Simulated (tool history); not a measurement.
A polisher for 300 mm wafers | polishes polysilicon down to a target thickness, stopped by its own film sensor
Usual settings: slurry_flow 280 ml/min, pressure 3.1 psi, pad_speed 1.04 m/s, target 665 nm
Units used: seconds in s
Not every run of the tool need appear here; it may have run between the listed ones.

run,hour,slurry_flow,pressure,pad_speed,target,wafers since the last listed run,wafers polished on this pad,hours since the slurry nozzle was cleaned,hours since the head pressure was calibrated,"incoming thickness of the incoming film, nm",seconds
1,0.0,280,3.1,1.12,523,0,1216,524.2,981.9,1372.3,74.7
# hour 17.4: worn pad replaced by a new one
2,25.3,280,3.1,1.30,665,230,85,549.5,1007.2,1396.7,55.3
3,78.0,280,3.1,1.30,665,571,657,602.2,1059.9,1430.4,58.7
4,119.4,280,3.1,1.04,665,448,1106,643.6,1101.3,1383.8,70.1
# hour 131.4: worn pad replaced by a new one
5,185.8,280,3.1,1.04,665,676,590,710.0,1167.7,1390.7,70.9
# hour 259.4: worn pad replaced by a new one
6,259.9,280,3.1,1.04,665,760,5,784.1,1241.8,1401.5,71.5
7,292.7,280,3.1,1.04,665,355,361,816.9,1274.6,1402.4,72.1
# hour 314.7: slurry nozzle cleaned
8,326.1,280,3.1,1.22,759,351,712,11.4,1308.0,1398.9,49.4
9,354.3,280,2.2,0.94,552,305,1018,39.6,1336.2,1403.1,118.3
# hour 396.0: worn pad replaced by a new one
10,420.7,280,3.1,1.22,665,676,268,106.0,1402.6,1394.0,57.6

Forecast run 11:
# hour 446.5: head pressure recalibrated
11,458.9,280,3.1,1.04,665,392,660,144.2,12.4,1403.8,?

Logged for run 11: seconds 67.5 s.
Without the tool's hidden state the same run would have given seconds 66.7 s.
